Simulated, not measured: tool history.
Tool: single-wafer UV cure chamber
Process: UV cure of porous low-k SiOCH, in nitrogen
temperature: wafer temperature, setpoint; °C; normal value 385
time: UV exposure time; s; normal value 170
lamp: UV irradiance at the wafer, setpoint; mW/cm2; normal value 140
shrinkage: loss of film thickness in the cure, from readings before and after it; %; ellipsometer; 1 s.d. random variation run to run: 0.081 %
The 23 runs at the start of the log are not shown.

run	day	temperature	time	lamp	shrinkage
24	12.350	385	170	113	8.908
25	12.942	385	230	140	10.889
26	13.612	403	170	121	9.478
27	14.283	402	170	140	9.971
28	14.704	370	220	113	9.694
29	15.288	401	140	140	9.291
30	15.975	385	105	177	8.903
31	16.562	385	170	175	10.772
32	16.817	374	170	159	10.144
33	17.288	373	230	156	11.224

Alternative continuations, all from the tool just after run 33; predict every row:
A	17.308	385	130	140	?
B	17.308	369	270	168	?
C	17.308	398	255	166	?
D	17.308	391	90	140	?
E	17.308	401	170	152	?

run	shrinkage
A	8.716
B	12.156
C	12.360
D	7.416
E	10.354
With no hidden state in the tool, these same runs would have given:
run	shrinkage
A	8.852
B	12.305
C	12.509
D	7.546
E	10.497
